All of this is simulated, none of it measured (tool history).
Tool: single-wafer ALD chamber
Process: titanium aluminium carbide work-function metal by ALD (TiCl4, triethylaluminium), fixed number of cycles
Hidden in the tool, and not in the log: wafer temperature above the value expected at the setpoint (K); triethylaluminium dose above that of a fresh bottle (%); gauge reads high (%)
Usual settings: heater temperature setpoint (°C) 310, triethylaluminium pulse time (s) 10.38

run	hour	heater temperature setpoint (°C)	triethylaluminium pulse time (s)	wafers since the last listed run	hours since the last thermocouple change	hours since the last triethylaluminium bottle change	hours since the showerhead was replaced	hours since the gauge calibration	read-back reference wafer on the same gauge, thickness_nm	mean film thickness on the monitor wafer (angstrom)
1	0.0	304	10.38	0	2426.1	757.6	3648.1	1482.9	1.723	18.84
2	31.5	304	10.38	360	2457.6	789.1	3679.6	1514.4	1.723	18.89
3	92.6	304	10.38	698	2518.7	850.2	3740.7	1575.5	1.722	18.88
4	152.4	310	10.38	683	2578.5	910.0	3800.5	1635.3	1.719	19.34
# hour 164.5: thermocouple changed; heater temperature recalibrated
5	196.6	310	10.38	413	32.1	954.2	3844.7	1679.5	1.719	19.36
6	229.6	310	12.48	377	65.1	987.2	3877.7	1712.5	1.719	19.71
7	287.5	310	12.48	662	123.0	1045.1	3935.6	1770.4	1.718	19.68
# hour 336.4: gauge calibrated
8	378.0	310	10.38	1034	213.5	1135.6	4026.1	41.6	1.749	19.76
9	408.4	310	10.38	347	243.9	1166.0	4056.5	72.0	1.749	19.69
10	477.5	310	10.38	790	313.0	1235.1	4125.6	141.1	1.747	19.73
11	529.0	310	10.38	588	364.5	1286.6	4177.1	192.6	1.745	19.67
12	554.8	310	10.38	294	390.3	1312.4	4202.9	218.4	1.747	19.60
13	597.3	322	10.38	485	432.8	1354.9	4245.4	260.9	1.745	20.68
14	642.1	310	8.51	512	477.6	1399.7	4290.2	305.7	1.745	18.57
# hour 651.0: showerhead replaced
15	712.9	310	6.26	718	548.4	1470.5	61.9	376.5	1.742	14.44
16	816.8	310	10.38	1187	652.3	1574.4	165.8	480.4	1.741	19.67
17	861.1	317	12.57	506	696.6	1618.7	210.1	524.7	1.738	20.60
18	924.5	300	12.77	724	760.0	1682.1	273.5	588.1	1.738	19.09
19	959.3	321	7.66	397	794.8	1716.9	308.3	622.9	1.739	18.33
# hour 1074.8: triethylaluminium bottle replaced
20	1099.4	310	10.38	1510	934.9	24.6	448.4	763.0	1.735	19.57
21	1145.3	310	10.38	524	980.8	70.5	494.3	808.9	1.735	19.47
22	1330.0	321	10.38	2111	1165.5	255.2	679.0	993.6	1.730	20.39
23	1366.5	299	10.38	417	1202.0	291.7	715.5	1030.1	1.730	18.59
24	1401.5	310	6.59	400	1237.0	326.7	750.5	1065.1	1.730	15.32
25	1426.9	310	10.38	290	1262.4	352.1	775.9	1090.5	1.729	19.48
26	1490.5	296	10.38	727	1326.0	415.7	839.5	1154.1	1.727	18.32
27	1543.4	316	13.93	604	1378.9	468.6	892.4	1207.0	1.724	20.44
28	1596.7	310	10.38	609	1432.2	521.9	945.7	1260.3	1.725	19.39
29	1661.5	301	10.38	740	1497.0	586.7	1010.5	1325.1	1.726	18.62
30	1687.6	299	12.28	298	1523.1	612.8	1036.6	1351.2	1.725	18.82
31	1820.8	298	6.87	1522	1656.3	746.0	1169.8	1484.4	1.721	15.02
32	1869.2	310	10.38	553	1704.7	794.4	1218.2	1532.8	1.719	19.41
33	1923.2	310	6.48	617	1758.7	848.4	1272.2	1586.8	1.719	14.90
34	1963.3	298	7.95	458	1798.8	888.5	1312.3	1626.9	1.717	16.73

3 ways to go on from here, each from the tool as it stands after run 34. What would each give?
A	1963.7	310	10.38	4	1799.2	888.9	1312.7	1627.3	?	?
B	1963.7	304	11.82	4	1799.2	888.9	1312.7	1627.3	?	?
C	1963.7	316	7.18	4	1799.2	888.9	1312.7	1627.3	?	?

run	read-back reference wafer on the same gauge, thickness_nm	mean film thickness on the monitor wafer (angstrom)
A	1.717	19.42
B	1.717	19.22
C	1.717	17.01
Without the tool's hidden state the same runs would have given:
run	mean film thickness on the monitor wafer (angstrom)
A	19.78
B	19.58
C	17.32

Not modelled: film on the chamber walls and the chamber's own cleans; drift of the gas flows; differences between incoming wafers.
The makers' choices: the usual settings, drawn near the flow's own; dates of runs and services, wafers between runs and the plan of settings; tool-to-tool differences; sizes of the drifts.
